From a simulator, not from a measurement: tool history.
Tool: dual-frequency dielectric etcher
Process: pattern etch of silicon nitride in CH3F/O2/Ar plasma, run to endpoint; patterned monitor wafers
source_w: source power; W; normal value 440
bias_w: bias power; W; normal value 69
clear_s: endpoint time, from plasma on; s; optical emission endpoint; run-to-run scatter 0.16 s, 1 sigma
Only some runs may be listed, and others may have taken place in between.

run	hour	source_w	bias_w	incoming incoming film thickness, nm	clear_s
1	0.0	490	69	22.65	30.9
2	14.3	440	65	22.68	33.2
3	48.6	440	81	22.73	29.6
4	96.4	440	81	22.46	29.0
5	103.2	440	81	22.82	30.0
# hour 126.4: bias power generator calibrated
# hour 155.3: upper electrode replaced
6	155.8	440	69	22.68	32.3
7	157.1	440	69	22.54	32.3
8	171.5	440	69	22.60	32.3
9	179.0	440	57	22.58	35.6
10	193.3	440	57	22.72	36.3
11	209.5	440	57	22.68	36.1
12	220.0	440	69	22.53	32.3
13	226.1	440	69	22.69	32.4
14	237.7	440	69	22.79	32.8
15	243.9	530	82	22.55	28.1
16	261.2	350	58	22.93	38.6
17	280.0	480	80	22.66	29.6
18	289.3	410	62	22.61	35.4
19	295.9	440	69	22.74	32.7
# hour 306.0: source power generator calibrated
20	306.5	540	65	22.63	32.1
21	318.7	410	69	22.66	33.6
# hour 360.2: wet clean of the chamber
22	360.7	440	79	22.70	28.9
23	361.0	440	69	22.70	31.2
24	370.7	520	77	22.81	28.5
25	385.4	440	69	22.68	31.4
26	395.0	470	61	22.75	33.0
27	407.8	440	69	22.73	31.9
28	417.8	440	69	22.75	31.9
29	427.1	400	54	22.63	37.0
30	438.5	440	78	22.66	29.5
31	445.4	400	58	22.68	35.9
32	460.3	470	86	22.76	27.8
33	471.6	440	69	22.88	32.1
34	484.0	490	63	22.54	32.0

Hidden state or all else? Some run-to-run changes of clear_s, split into what the settings, what came in and random variation would give without the hidden state, and what is left for the hidden state (with any gauge scatter that isn't in both results):
Unlogged tool condition in this case: etch rate over this chamber's usual, %; source power that arrives over what is set, %; bias power that arrives over what is set, %.
Run 15 -> 16: source_w 530 -> 350, bias_w 82 -> 58. clear_s +10.5 s: hidden state +0.5, all else +10.0.
Run 16 -> 17: source_w 350 -> 480, bias_w 58 -> 80. clear_s -9.0 s: hidden state -0.4, all else -8.6.
Run 21 -> 22: source_w 410 -> 440, bias_w 69 -> 79, wet clean of the chamber. clear_s -4.7 s: hidden state -1.5, all else -3.2.
Run 31 -> 32: source_w 400 -> 470, bias_w 58 -> 86. clear_s -8.1 s: hidden state -0.1, all else -8.0.

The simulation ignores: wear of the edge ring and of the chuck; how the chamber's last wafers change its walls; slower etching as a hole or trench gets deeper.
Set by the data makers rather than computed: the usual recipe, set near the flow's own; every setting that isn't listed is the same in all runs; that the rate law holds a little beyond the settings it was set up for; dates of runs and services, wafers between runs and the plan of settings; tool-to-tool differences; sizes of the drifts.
